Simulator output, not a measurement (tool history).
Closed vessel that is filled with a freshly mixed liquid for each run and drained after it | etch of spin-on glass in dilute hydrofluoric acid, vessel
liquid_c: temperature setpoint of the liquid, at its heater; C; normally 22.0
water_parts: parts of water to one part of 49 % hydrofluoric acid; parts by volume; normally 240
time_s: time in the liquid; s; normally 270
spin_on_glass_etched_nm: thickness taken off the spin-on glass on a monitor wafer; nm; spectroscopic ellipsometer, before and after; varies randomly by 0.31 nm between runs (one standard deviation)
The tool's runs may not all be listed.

run,day,liquid_c,water_parts,time_s,wafers since the last listed run,hours since the thermometer was replaced,hours since the hydrofluoric acid flow meter was replaced,hours since the gauge calibration,"read-back film thickness of the spin-on glass reference wafer, read on the same gauge (nm)",spin_on_glass_etched_nm
1,0.000,22.0,240,180,0,742.6,276.2,847.1,134.45,29.74
2,1.683,22.0,240,180,2347,783.0,316.6,887.5,134.65,29.66
3,2.871,22.0,240,180,1656,811.5,345.1,916.0,134.81,29.79
4,5.575,22.0,185,270,3771,876.4,410.0,980.9,135.16,60.58
5,8.108,22.0,185,270,3533,937.2,470.8,1041.7,135.49,62.39
6,10.746,22.0,185,270,3678,1000.5,534.1,1105.0,135.85,60.89
7,13.442,22.0,240,270,3759,1065.2,598.8,1169.7,136.19,45.04
8,14.754,22.0,240,270,1830,1096.7,630.3,1201.2,136.31,44.99
9,16.479,22.0,240,270,2405,1138.1,671.7,1242.6,136.51,45.21
# day 19.038: hydrofluoric acid flow meter replaced
10,19.179,22.0,240,270,3707,1202.9,3.4,1307.4,136.87,44.90
11,21.196,22.0,240,270,2812,1251.3,51.8,1355.8,137.10,45.06
12,22.458,22.0,240,270,1760,1281.6,82.1,1386.1,137.28,45.21
13,24.833,22.0,210,270,3312,1338.6,139.1,1443.1,137.58,53.69
14,26.046,23.0,240,270,1691,1367.7,168.2,1472.2,137.70,46.90
15,28.529,23.0,240,270,3463,1427.3,227.8,1531.8,138.03,46.96
16,29.604,22.0,240,210,1499,1453.1,253.6,1557.6,138.15,35.20
17,32.592,26.5,125,125,4166,1524.8,325.3,1629.3,138.55,54.65
# day 33.346: gauge calibrated
18,34.342,22.0,240,270,2440,1566.8,367.3,23.9,129.95,43.28
# day 36.246: thermometer replaced
19,37.233,22.0,240,270,3974,23.7,436.7,93.3,130.25,43.41
20,40.746,19.0,195,145,4898,108.0,521.0,177.6,130.70,26.25
21,42.058,22.0,240,270,1830,139.5,552.5,209.1,130.89,43.30
# day 43.429: hydrofluoric acid flow meter replaced
22,44.671,23.5,125,115,3585,202.2,29.8,271.8,131.20,42.66

Run 23 has not been measured yet. What should we expect?
23,46.012,20.0,320,215,1871,234.4,62.0,304.0,?,?

{"run 23": {"read-back film thickness of the spin-on glass reference wafer, read on the same gauge (nm)": 131.31, "spin_on_glass_etched_nm": 22.22}}
Without the tool's hidden state the same run would have given spin_on_glass_etched_nm 22.00 nm.
